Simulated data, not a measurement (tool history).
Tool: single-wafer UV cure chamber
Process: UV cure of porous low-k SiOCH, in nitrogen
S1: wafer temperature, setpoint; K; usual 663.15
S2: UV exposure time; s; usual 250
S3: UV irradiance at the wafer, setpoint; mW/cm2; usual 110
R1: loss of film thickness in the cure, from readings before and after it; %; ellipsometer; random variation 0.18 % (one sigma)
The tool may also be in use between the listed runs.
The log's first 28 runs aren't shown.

run	hour	S1	S2	S3	R1
29	1476.6	655.15	295	110	13.073
30	1518	679.15	250	141	13.848
31	1570.9	663.15	250	110	11.962
32	1624.7	663.15	250	110	11.922
33	1682.4	663.15	180	83	9.49
34	1741.3	677.15	250	110	12.623
35	1791.9	663.15	250	75	10.381
36	1855.5	663.15	250	110	12.367
37	1902.7	663.15	250	110	12.151
38	1961.7	663.15	250	110	12.185
39	1990.8	669.15	250	110	11.964
40	2047.3	663.15	250	110	11.874
41	2095.5	663.15	300	110	12.778
# hour 2134.9: quartz window cleaned
42	2141.3	676.15	365	90	13.238

Forecast each of these 3 alternatives for the next run:
A	2141.8	663.15	250	110	?
B	2141.8	653.15	290	110	?
C	2141.8	663.15	130	110	?

run	R1
A	11.841
B	12.328
C	9.022
Without the tool's hidden state the same runs would have given:
run	R1
A	12.252
B	12.744
C	9.403
